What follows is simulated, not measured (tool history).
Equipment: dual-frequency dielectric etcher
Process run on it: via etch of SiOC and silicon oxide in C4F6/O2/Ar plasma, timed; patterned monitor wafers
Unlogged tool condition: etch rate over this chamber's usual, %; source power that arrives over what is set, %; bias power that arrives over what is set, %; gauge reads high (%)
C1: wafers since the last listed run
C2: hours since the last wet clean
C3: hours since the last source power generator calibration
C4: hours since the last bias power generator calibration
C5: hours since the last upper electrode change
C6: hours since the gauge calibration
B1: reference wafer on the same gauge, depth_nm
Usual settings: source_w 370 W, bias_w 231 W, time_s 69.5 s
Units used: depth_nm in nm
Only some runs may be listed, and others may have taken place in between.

{"run": 1, "hour": 0.0, "source_w": 320, "bias_w": 231, "time_s": 69.5, "C1": 0, "C2": 311.7, "C3": 4093.9, "C4": 3527.3, "C5": 3842.2, "C6": 119.0, "B1": 84.0, "depth_nm": 69.0}
{"run": 2, "hour": 6.8, "source_w": 320, "bias_w": 231, "time_s": 69.5, "C1": 55, "C2": 318.5, "C3": 4100.7, "C4": 3534.1, "C5": 3849.0, "C6": 125.8, "B1": 84.0, "depth_nm": 68.8}
{"run": 3, "hour": 23.6, "source_w": 370, "bias_w": 231, "time_s": 69.5, "C1": 137, "C2": 335.3, "C3": 4117.5, "C4": 3550.9, "C5": 3865.8, "C6": 142.6, "B1": 84.0, "depth_nm": 71.4}
{"run": 4, "hour": 31.5, "source_w": 370, "bias_w": 231, "time_s": 69.5, "C1": 64, "C2": 343.2, "C3": 4125.4, "C4": 3558.8, "C5": 3873.7, "C6": 150.5, "B1": 84.0, "depth_nm": 71.3}
{"run": 5, "hour": 38.2, "source_w": 370, "bias_w": 231, "time_s": 69.5, "C1": 54, "C2": 349.9, "C3": 4132.1, "C4": 3565.5, "C5": 3880.4, "C6": 157.2, "B1": 84.0, "depth_nm": 71.2}
{"run": 6, "hour": 47.8, "source_w": 370, "bias_w": 231, "time_s": 69.5, "C1": 78, "C2": 359.5, "C3": 4141.7, "C4": 3575.1, "C5": 3890.0, "C6": 166.8, "B1": 84.0, "depth_nm": 71.1}
{"hour": 51.9, "done": "source power generator calibrated"}
{"run": 7, "hour": 60.9, "source_w": 370, "bias_w": 231, "time_s": 69.5, "C1": 74, "C2": 372.6, "C3": 9.0, "C4": 3588.2, "C5": 3903.1, "C6": 179.9, "B1": 84.0, "depth_nm": 71.1}
{"hour": 63.5, "done": "gauge calibrated"}
{"run": 8, "hour": 67.4, "source_w": 370, "bias_w": 231, "time_s": 69.5, "C1": 53, "C2": 379.1, "C3": 15.5, "C4": 3594.7, "C5": 3909.6, "C6": 3.9, "B1": 84.0, "depth_nm": 71.4}
{"hour": 95.6, "done": "upper electrode replaced"}
{"hour": 117.5, "done": "wet clean of the chamber"}
{"run": 9, "hour": 118.0, "source_w": 410, "bias_w": 247, "time_s": 84.0, "C1": 38, "C2": 0.5, "C3": 66.1, "C4": 3645.3, "C5": 22.4, "C6": 54.5, "B1": 84.0, "depth_nm": 94.6}
{"run": 10, "hour": 118.3, "source_w": 330, "bias_w": 246, "time_s": 61.5, "C1": 2, "C2": 0.8, "C3": 66.4, "C4": 3645.6, "C5": 22.7, "C6": 54.8, "B1": 84.0, "depth_nm": 65.3}
{"run": 11, "hour": 118.7, "source_w": 370, "bias_w": 192, "time_s": 69.5, "C1": 3, "C2": 1.2, "C3": 66.8, "C4": 3646.0, "C5": 23.1, "C6": 55.2, "B1": 84.0, "depth_nm": 68.0}
{"run": 12, "hour": 119.3, "source_w": 370, "bias_w": 231, "time_s": 69.5, "C1": 4, "C2": 1.8, "C3": 67.4, "C4": 3646.6, "C5": 23.7, "C6": 55.8, "B1": 84.0, "depth_nm": 74.2}
{"hour": 133.3, "done": "bias power generator calibrated"}
{"run": 13, "hour": 135.9, "source_w": 410, "bias_w": 231, "time_s": 49.5, "C1": 103, "C2": 18.4, "C3": 84.0, "C4": 2.6, "C5": 40.3, "C6": 72.4, "B1": 84.0, "depth_nm": 53.6}
{"run": 14, "hour": 152.5, "source_w": 430, "bias_w": 231, "time_s": 69.5, "C1": 136, "C2": 35.0, "C3": 100.6, "C4": 19.2, "C5": 56.9, "C6": 89.0, "B1": 84.0, "depth_nm": 76.3}
{"run": 15, "hour": 159.3, "source_w": 370, "bias_w": 231, "time_s": 69.5, "C1": 55, "C2": 41.8, "C3": 107.4, "C4": 26.0, "C5": 63.7, "C6": 95.8, "B1": 83.9, "depth_nm": 73.4}
{"run": 16, "hour": 170.2, "source_w": 370, "bias_w": 231, "time_s": 69.5, "C1": 89, "C2": 52.7, "C3": 118.3, "C4": 36.9, "C5": 74.6, "C6": 106.7, "B1": 84.0, "depth_nm": 73.4}

Below are 4 alternative next runs, each starting from the tool's condition after run 16. Predict each:
{"run": "A", "hour": 170.6, "source_w": 370, "bias_w": 231, "time_s": 69.5, "C1": 3, "C2": 53.1, "C3": 118.7, "C4": 37.3, "C5": 75.0, "C6": 107.1, "B1": "?", "depth_nm": "?"}
{"run": "B", "hour": 170.6, "source_w": 370, "bias_w": 193, "time_s": 75.0, "C1": 3, "C2": 53.1, "C3": 118.7, "C4": 37.3, "C5": 75.0, "C6": 107.1, "B1": "?", "depth_nm": "?"}
{"run": "C", "hour": 170.6, "source_w": 420, "bias_w": 231, "time_s": 83.5, "C1": 3, "C2": 53.1, "C3": 118.7, "C4": 37.3, "C5": 75.0, "C6": 107.1, "B1": "?", "depth_nm": "?"}
{"run": "D", "hour": 170.6, "source_w": 290, "bias_w": 202, "time_s": 77.0, "C1": 3, "C2": 53.1, "C3": 118.7, "C4": 37.3, "C5": 75.0, "C6": 107.1, "B1": "?", "depth_nm": "?"}

run=A B1=84.0 depth_nm=73.4
run=B B1=84.0 depth_nm=73.1
run=C B1=84.0 depth_nm=91.3
run=D B1=84.0 depth_nm=72.1
Without the tool's hidden state the same runs would have given:
run=A depth_nm=73.6
run=B depth_nm=73.3
run=C depth_nm=91.4
run=D depth_nm=72.2

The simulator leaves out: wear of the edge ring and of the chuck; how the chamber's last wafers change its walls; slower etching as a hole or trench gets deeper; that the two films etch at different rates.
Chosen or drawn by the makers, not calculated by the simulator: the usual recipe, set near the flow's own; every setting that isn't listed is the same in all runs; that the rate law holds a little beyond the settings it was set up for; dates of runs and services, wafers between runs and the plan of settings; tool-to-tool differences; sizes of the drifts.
